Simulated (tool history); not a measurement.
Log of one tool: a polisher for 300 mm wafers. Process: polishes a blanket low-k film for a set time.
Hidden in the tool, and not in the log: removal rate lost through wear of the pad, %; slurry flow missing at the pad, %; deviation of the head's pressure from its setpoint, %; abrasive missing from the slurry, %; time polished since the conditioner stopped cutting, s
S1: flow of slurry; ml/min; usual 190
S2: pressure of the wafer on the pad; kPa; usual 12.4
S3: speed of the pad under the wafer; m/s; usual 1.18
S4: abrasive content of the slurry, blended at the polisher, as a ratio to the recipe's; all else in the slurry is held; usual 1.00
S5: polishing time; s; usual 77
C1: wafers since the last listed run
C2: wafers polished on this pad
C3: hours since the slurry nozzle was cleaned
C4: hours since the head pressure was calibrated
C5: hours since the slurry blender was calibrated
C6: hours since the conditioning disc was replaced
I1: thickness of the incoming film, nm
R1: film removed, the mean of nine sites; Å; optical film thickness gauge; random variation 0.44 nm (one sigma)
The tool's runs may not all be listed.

run 1 hour=0.0 | S1=190 S2=12.4 S3=1.18 S4=1.00 S5=77 | C1=0 C2=699 C3=250.5 C4=148.0 C5=253.8 C6=289.6 | I1=350.1 | R1=271
run 2 hour=27.3 | S1=220 S2=12.4 S3=1.18 S4=1.00 S5=77 | C1=177 C2=877 C3=277.8 C4=175.3 C5=281.1 C6=316.9 | I1=353.9 | R1=275
-- hour=42.0 conditioning disc replaced and pad reconditioned
run 3 hour=59.2 | S1=220 S2=12.4 S3=1.18 S4=1.00 S5=77 | C1=194 C2=1071 C3=309.7 C4=207.2 C5=313.0 C6=17.2 | I1=349.5 | R1=290
-- hour=82.3 worn pad replaced by a new one
run 4 hour=82.7 | S1=190 S2=8.3 S3=1.50 S4=1.00 S5=77 | C1=126 C2=2 C3=333.2 C4=230.7 C5=336.5 C6=40.7 | I1=349.1 | R1=228
-- hour=112.0 slurry blender recalibrated
run 5 hour=112.8 | S1=170 S2=12.4 S3=1.02 S4=1.00 S5=77 | C1=182 C2=185 C3=363.3 C4=260.8 C5=0.8 C6=70.8 | I1=354.5 | R1=248
run 6 hour=139.8 | S1=190 S2=8.3 S3=1.18 S4=1.00 S5=94 | C1=175 C2=361 C3=390.3 C4=287.8 C5=27.8 C6=97.8 | I1=354.7 | R1=229
run 7 hour=153.5 | S1=190 S2=12.4 S3=1.18 S4=0.70 S5=97 | C1=89 C2=450 C3=404.0 C4=301.5 C5=41.5 C6=111.5 | I1=350.8 | R1=286
run 8 hour=180.4 | S1=190 S2=12.4 S3=1.38 S4=1.00 S5=77 | C1=175 C2=625 C3=430.9 C4=328.4 C5=68.4 C6=138.4 | I1=348.0 | R1=294
-- hour=202.5 slurry nozzle cleaned
run 9 hour=206.8 | S1=225 S2=12.4 S3=1.18 S4=1.00 S5=77 | C1=165 C2=790 C3=4.3 C4=354.8 C5=94.8 C6=164.8 | I1=349.4 | R1=277
run 10 hour=220.8 | S1=190 S2=15.9 S3=1.32 S4=1.00 S5=93 | C1=91 C2=882 C3=18.3 C4=368.8 C5=108.8 C6=178.8 | I1=353.4 | R1=447
run 11 hour=243.9 | S1=190 S2=12.4 S3=1.18 S4=1.00 S5=77 | C1=150 C2=1032 C3=41.4 C4=391.9 C5=131.9 C6=201.9 | I1=350.9 | R1=265
run 12 hour=266.4 | S1=190 S2=12.4 S3=1.46 S4=1.00 S5=77 | C1=146 C2=1178 C3=63.9 C4=414.4 C5=154.4 C6=224.4 | I1=350.8 | R1=307
-- hour=286.1 worn pad replaced by a new one
run 13 hour=289.4 | S1=190 S2=12.4 S3=1.18 S4=0.75 S5=77 | C1=123 C2=21 C3=86.9 C4=437.4 C5=177.4 C6=247.4 | I1=345.1 | R1=235
-- hour=312.1 conditioning disc replaced and pad reconditioned
run 14 hour=315.8 | S1=190 S2=12.4 S3=1.44 S4=1.00 S5=84 | C1=158 C2=180 C3=113.3 C4=463.8 C5=203.8 C6=3.7 | I1=355.8 | R1=369
-- hour=343.6 head pressure recalibrated
run 15 hour=351.5 | S1=190 S2=12.4 S3=1.02 S4=1.00 S5=77 | C1=219 C2=399 C3=149.0 C4=7.9 C5=239.5 C6=39.4 | I1=354.5 | R1=257
run 16 hour=365.6 | S1=190 S2=12.4 S3=1.18 S4=1.00 S5=77 | C1=91 C2=491 C3=163.1 C4=22.0 C5=253.6 C6=53.5 | I1=349.6 | R1=276
run 17 hour=400.3 | S1=165 S2=16.5 S3=1.52 S4=1.00 S5=77 | C1=225 C2=717 C3=197.8 C4=56.7 C5=288.3 C6=88.2 | I1=351.2 | R1=417
run 18 hour=425.0 | S1=150 S2=12.4 S3=1.18 S4=1.00 S5=60 | C1=160 C2=878 C3=222.5 C4=81.4 C5=313.0 C6=112.9 | I1=350.9 | R1=203
run 19 hour=443.8 | S1=190 S2=12.4 S3=1.38 S4=0.75 S5=77 | C1=122 C2=1000 C3=241.3 C4=100.2 C5=331.8 C6=131.7 | I1=353.6 | R1=260
run 20 hour=473.1 | S1=190 S2=9.7 S3=1.18 S4=1.00 S5=77 | C1=190 C2=1191 C3=270.6 C4=129.5 C5=361.1 C6=161.0 | I1=354.8 | R1=210
-- hour=479.1 worn pad replaced by a new one
run 21 hour=499.4 | S1=190 S2=15.2 S3=1.56 S4=1.00 S5=77 | C1=145 C2=132 C3=296.9 C4=155.8 C5=387.4 C6=187.3 | I1=346.9 | R1=382
-- hour=505.7 slurry blender recalibrated
run 22 hour=523.3 | S1=190 S2=12.4 S3=1.18 S4=1.00 S5=77 | C1=142 C2=275 C3=320.8 C4=179.7 C5=17.6 C6=211.2 | I1=353.3 | R1=263
run 23 hour=542.6 | S1=190 S2=12.4 S3=1.18 S4=1.00 S5=77 | C1=125 C2=400 C3=340.1 C4=199.0 C5=36.9 C6=230.5 | I1=348.2 | R1=268
run 24 hour=575.4 | S1=225 S2=15.2 S3=1.18 S4=1.00 S5=94 | C1=213 C2=614 C3=372.9 C4=231.8 C5=69.7 C6=263.3 | I1=352.1 | R1=397
run 25 hour=602.0 | S1=190 S2=12.4 S3=1.18 S4=1.00 S5=77 | C1=173 C2=787 C3=399.5 C4=258.4 C5=96.3 C6=289.9 | I1=345.2 | R1=260

5 ways to go on from here, each from the tool as it stands after run 25. What would each give?
run A hour=602.5 | S1=190 S2=12.4 S3=1.18 S4=1.00 S5=77 | C1=3 C2=790 C3=400.0 C4=258.9 C5=96.8 C6=290.4 | I1=350.7 | R1=?
run B hour=602.5 | S1=190 S2=13.8 S3=1.18 S4=1.00 S5=77 | C1=3 C2=790 C3=400.0 C4=258.9 C5=96.8 C6=290.4 | I1=350.7 | R1=?
run C hour=602.5 | S1=130 S2=12.4 S3=1.18 S4=1.00 S5=77 | C1=3 C2=790 C3=400.0 C4=258.9 C5=96.8 C6=290.4 | I1=350.7 | R1=?
run D hour=602.5 | S1=190 S2=10.3 S3=1.18 S4=0.85 S5=77 | C1=3 C2=790 C3=400.0 C4=258.9 C5=96.8 C6=290.4 | I1=350.7 | R1=?
run E hour=602.5 | S1=190 S2=12.4 S3=1.18 S4=1.00 S5=95 | C1=3 C2=790 C3=400.0 C4=258.9 C5=96.8 C6=290.4 | I1=350.7 | R1=?

run=A R1=270
run=B R1=297
run=C R1=258
run=D R1=212
run=E R1=333
Without the tool's hidden state the same runs would have given:
run=A R1=300
run=B R1=333
run=C R1=287
run=D R1=232
run=E R1=370

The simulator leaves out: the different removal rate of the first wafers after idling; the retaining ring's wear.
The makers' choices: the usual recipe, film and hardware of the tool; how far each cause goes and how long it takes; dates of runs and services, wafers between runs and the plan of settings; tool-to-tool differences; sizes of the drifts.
